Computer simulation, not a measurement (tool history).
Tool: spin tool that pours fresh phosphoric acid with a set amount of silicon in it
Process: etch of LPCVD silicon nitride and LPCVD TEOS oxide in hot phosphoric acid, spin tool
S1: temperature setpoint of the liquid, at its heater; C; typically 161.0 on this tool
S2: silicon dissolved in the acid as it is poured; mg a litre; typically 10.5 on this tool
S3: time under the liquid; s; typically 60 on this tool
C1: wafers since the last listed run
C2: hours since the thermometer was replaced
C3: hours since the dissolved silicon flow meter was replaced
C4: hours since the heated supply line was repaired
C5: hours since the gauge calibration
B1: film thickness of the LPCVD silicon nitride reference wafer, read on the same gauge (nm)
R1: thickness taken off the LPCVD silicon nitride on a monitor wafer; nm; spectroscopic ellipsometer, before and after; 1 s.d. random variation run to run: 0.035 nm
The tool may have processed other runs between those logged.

Run 1, day 0.000: usual settings; C1 0; C2 1823.7; C3 2177.4; C4 820.2; C5 742.3; B1 49.97. Result: R1 5.64 nm.
At day 2.871: thermometer replaced.
At day 2.900: heated supply line repaired.
Run 2, day 4.383: usual settings; C1 828; C2 36.3; C3 2282.6; C4 35.6; C5 847.5; B1 49.96. Result: R1 5.54 nm.
Run 3, day 5.588: usual settings but S2 13.5 mg a litre; C1 231; C2 65.2; C3 2311.5; C4 64.5; C5 876.4; B1 49.98. Result: R1 5.42 nm.
At day 6.483: dissolved silicon flow meter replaced.
Run 4, day 6.796: usual settings but S2 13.5 mg a litre; C1 224; C2 94.2; C3 7.5; C4 93.5; C5 905.4; B1 50.02. Result: R1 5.49 nm.
Run 5, day 7.562: usual settings but S1 159.5 C, S3 45 s; C1 147; C2 112.6; C3 25.9; C4 111.9; C5 923.8; B1 50.00. Result: R1 3.95 nm.
Run 6, day 9.033: usual settings but S3 45 s; C1 282; C2 147.9; C3 61.2; C4 147.2; C5 959.1; B1 50.02. Result: R1 4.17 nm.
At day 9.558: gauge calibrated.
Run 7, day 10.392: usual settings but S1 160.0 C, S2 5.5 mg a litre, S3 80 s; C1 261; C2 180.5; C3 93.8; C4 179.8; C5 20.0; B1 50.02. Result: R1 7.08 nm.
Run 8, day 10.975: usual settings but S2 17.0 mg a litre; C1 112; C2 194.5; C3 107.8; C4 193.8; C5 34.0; B1 50.00. Result: R1 5.49 nm.
Run 9, day 11.838: usual settings but S1 163.0 C, S2 17.5 mg a litre, S3 95 s; C1 165; C2 215.2; C3 128.5; C4 214.5; C5 54.7; B1 49.99. Result: R1 9.35 nm.
Run 10, day 13.262: usual settings but S1 163.5 C, S2 14.5 mg a litre, S3 70 s; C1 274; C2 249.4; C3 162.7; C4 248.7; C5 88.9; B1 50.01. Result: R1 6.95 nm.
Run 11, day 14.550: usual settings but S3 25 s; C1 247; C2 280.3; C3 193.6; C4 279.6; C5 119.8; B1 50.02. Result: R1 2.32 nm.
Run 12, day 15.246: usual settings but S2 17.5 mg a litre; C1 133; C2 297.0; C3 210.3; C4 296.3; C5 136.5; B1 49.99. Result: R1 5.51 nm.
Run 13, day 16.725: usual settings but S1 159.0 C, S2 4.5 mg a litre; C1 284; C2 332.5; C3 245.8; C4 331.8; C5 172.0; B1 49.98. Result: R1 5.15 nm.
Run 14, day 17.571: usual settings but S1 159.5 C; C1 162; C2 352.8; C3 266.1; C4 352.1; C5 192.3; B1 50.00. Result: R1 5.30 nm.
Run 15, day 18.150: usual settings; C1 111; C2 366.7; C3 280.0; C4 366.0; C5 206.2; B1 50.04. Result: R1 5.44 nm.
Run 16, day 18.708: usual settings but S1 160.0 C, S3 30 s; C1 107; C2 380.1; C3 293.4; C4 379.4; C5 219.6; B1 50.04. Result: R1 2.65 nm.
Run 17, day 19.712: usual settings; C1 193; C2 404.2; C3 317.5; C4 403.5; C5 243.7; B1 50.01. Result: R1 5.52 nm.
Run 18, day 21.212: usual settings but S1 159.5 C, S2 16.0 mg a litre, S3 30 s; C1 288; C2 440.2; C3 353.5; C4 439.5; C5 279.7; B1 49.97. Result: R1 2.61 nm.
Run 19, day 22.188: usual settings but S1 163.0 C, S2 17.0 mg a litre; C1 187; C2 463.6; C3 376.9; C4 462.9; C5 303.1; B1 49.98. Result: R1 5.89 nm.
Run 20, day 22.838: usual settings but S1 160.0 C, S2 17.0 mg a litre, S3 70 s; C1 124; C2 479.2; C3 392.5; C4 478.5; C5 318.7; B1 49.97. Result: R1 6.26 nm.
Run 21, day 23.600: usual settings; C1 146; C2 497.5; C3 410.8; C4 496.8; C5 337.0; B1 50.01. Result: R1 5.56 nm.
Run 22, day 24.771: usual settings but S1 164.0 C, S2 5.0 mg a litre, S3 90 s; C1 225; C2 525.6; C3 438.9; C4 524.9; C5 365.1; B1 49.98. Result: R1 9.09 nm.
Run 23, day 25.425: usual settings; C1 125; C2 541.3; C3 454.6; C4 540.6; C5 380.8; B1 49.97. Result: R1 5.44 nm.

What would each run have given without the hidden state, its run-to-run variation left as it was?
Hidden state at play: liquid hotter than its thermometer reads (K); dissolved silicon flow below the setpoint (%); temperature lost on the way to the wafer (K); gauge reads high (%).
run    R1
  1  5.41
  2  5.48
  3  5.36
  4  5.43
  5  3.91
  6  4.12
  7  7.00
  8  5.42
  9  9.24
 10  6.87
 11  2.29
 12  5.44
 13  5.08
 14  5.23
 15  5.37
 16  2.61
 17  5.45
 18  2.57
 19  5.81
 20  6.17
 21  5.48
 22  8.96
 23  5.36
